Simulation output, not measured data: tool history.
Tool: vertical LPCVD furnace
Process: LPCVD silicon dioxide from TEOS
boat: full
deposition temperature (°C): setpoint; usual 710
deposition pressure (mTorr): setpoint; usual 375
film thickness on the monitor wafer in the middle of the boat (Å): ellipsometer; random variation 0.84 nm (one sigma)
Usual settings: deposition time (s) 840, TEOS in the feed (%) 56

| run | hour | deposition temperature (°C) | deposition pressure (mTorr) | deposition time (s) | TEOS in the feed (%) | wafers since the last listed run | hours since the last temperature calibration | hours since the pressure gauge was zeroed | hours since the TEOS flow controller was replaced | hours since the gauge calibration | read-back reference wafer on the same gauge, thickness | film thickness on the monitor wafer in the middle of the boat (Å) |
|---|---|---|---|---|---|---|---|---|---|---|---|---|
| 1 | 0.0 | 710 | 375 | 840 | 56 | 0 | 2098.1 | 996.2 | 2762.4 | 178.4 | 126.18 | 1464.4 |
| 2 | 102.2 | 710 | 375 | 840 | 56 | 1232 | 2200.3 | 1098.4 | 2864.6 | 280.6 | 126.04 | 1488.9 |
| 3 | 161.1 | 710 | 375 | 840 | 56 | 710 | 2259.2 | 1157.3 | 2923.5 | 339.5 | 125.81 | 1490.4 |
| 4 | 207.9 | 710 | 375 | 840 | 56 | 564 | 2306.0 | 1204.1 | 2970.3 | 386.3 | 125.85 | 1474.4 |
| 5 | 255.2 | 710 | 375 | 840 | 56 | 570 | 2353.3 | 1251.4 | 3017.6 | 433.6 | 125.97 | 1472.4 |
| 6 | 339.5 | 710 | 375 | 840 | 56 | 1016 | 2437.6 | 1335.7 | 3101.9 | 517.9 | 126.02 | 1476.7 |
| 7 | 425.4 | 710 | 375 | 840 | 56 | 1035 | 2523.5 | 1421.6 | 3187.8 | 603.8 | 125.93 | 1473.6 |
| 8 | 505.4 | 710 | 375 | 840 | 56 | 964 | 2603.5 | 1501.6 | 3267.8 | 683.8 | 126.01 | 1470.7 |
| 9 | 569.5 | 715 | 375 | 840 | 56 | 772 | 2667.6 | 1565.7 | 3331.9 | 747.9 | 126.20 | 1659.5 |
| 10 | 612.2 | 710 | 415 | 840 | 56 | 514 | 2710.3 | 1608.4 | 3374.6 | 790.6 | 126.13 | 1553.8 |
| 11 | 650.4 | 710 | 375 | 840 | 56 | 460 | 2748.5 | 1646.6 | 3412.8 | 828.8 | 126.04 | 1476.6 |
| 12 | 701.5 | 710 | 375 | 840 | 56 | 616 | 2799.6 | 1697.7 | 3463.9 | 879.9 | 125.98 | 1488.3 |
|  | 754.2 | gauge calibrated |
| 13 | 765.5 | 710 | 375 | 840 | 56 | 771 | 2863.6 | 1761.7 | 3527.9 | 11.3 | 126.12 | 1478.6 |
| 14 | 847.5 | 710 | 375 | 840 | 56 | 988 | 2945.6 | 1843.7 | 3609.9 | 93.3 | 126.03 | 1481.3 |
|  | 874.7 | thermocouples replaced and temperature profile calibrated |
| 15 | 894.4 | 710 | 350 | 1020 | 49 | 276 | 19.7 | 1890.6 | 3656.8 | 140.2 | 125.79 | 1545.0 |
| 16 | 931.7 | 717 | 315 | 840 | 67 | 449 | 57.0 | 1927.9 | 3694.1 | 177.5 | 125.94 | 1664.0 |
| 17 | 1002.6 | 705 | 375 | 1080 | 56 | 854 | 127.9 | 1998.8 | 3765.0 | 248.4 | 126.05 | 1602.6 |
| 18 | 1068.8 | 719 | 375 | 840 | 64 | 798 | 194.1 | 2065.0 | 3831.2 | 314.6 | 126.08 | 1855.8 |
| 19 | 1114.6 | 701 | 375 | 1080 | 56 | 552 | 239.9 | 2110.8 | 3877.0 | 360.4 | 125.85 | 1463.6 |
| 20 | 1201.3 | 710 | 375 | 840 | 56 | 1045 | 326.6 | 2197.5 | 3963.7 | 447.1 | 126.26 | 1405.7 |
| 21 | 1271.4 | 701 | 375 | 1170 | 56 | 845 | 396.7 | 2267.6 | 4033.8 | 517.2 | 126.08 | 1612.2 |
|  | 1307.6 | pressure gauge zeroed |
| 22 | 1311.6 | 710 | 375 | 840 | 56 | 195 | 436.9 | 4.0 | 4074.0 | 557.4 | 126.16 | 1423.5 |
| 23 | 1352.8 | 719 | 375 | 840 | 56 | 496 | 478.1 | 45.2 | 4115.2 | 598.6 | 126.14 | 1745.3 |
|  | 1453.9 | TEOS flow controller replaced |
| 24 | 1454.4 | 720 | 435 | 1110 | 56 | 935 | 579.7 | 146.8 | 0.5 | 700.2 | 125.87 | 2535.9 |
| 25 | 1540.0 | 710 | 310 | 840 | 56 | 1031 | 665.3 | 232.4 | 86.1 | 785.8 | 125.79 | 1293.6 |
| 26 | 1617.7 | 710 | 375 | 840 | 56 | 936 | 743.0 | 310.1 | 163.8 | 863.5 | 125.89 | 1433.5 |
|  | 1671.1 | gauge calibrated |
| 27 | 1683.0 | 710 | 375 | 660 | 48 | 787 | 808.3 | 375.4 | 229.1 | 11.9 | 126.05 | 1042.3 |
| 28 | 1726.0 | 701 | 455 | 840 | 56 | 518 | 851.3 | 418.4 | 272.1 | 54.9 | 126.07 | 1291.2 |
| 29 | 1826.4 | 710 | 315 | 1110 | 56 | 1210 | 951.7 | 518.8 | 372.5 | 155.3 | 126.08 | 1752.3 |

Forecast each of these 3 alternatives for the next run:
| A | 1830.4 | 710 | 375 | 600 | 56 | 48 | 955.7 | 522.8 | 376.5 | 159.3 | ? | ? |
| B | 1830.4 | 716 | 400 | 840 | 66 | 48 | 955.7 | 522.8 | 376.5 | 159.3 | ? | ? |
| C | 1830.4 | 720 | 375 | 840 | 56 | 48 | 955.7 | 522.8 | 376.5 | 159.3 | ? | ? |

| run | read-back reference wafer on the same gauge, thickness | film thickness on the monitor wafer in the middle of the boat (Å) |
|---|---|---|
| A | 125.70 | 1035.6 |
| B | 125.70 | 1861.6 |
| C | 125.70 | 1815.8 |
Without the tool's hidden state the same runs would have given:
| run | film thickness on the monitor wafer in the middle of the boat (Å) |
|---|---|
| A | 1016.1 |
| B | 1827.0 |
| C | 1782.3 |
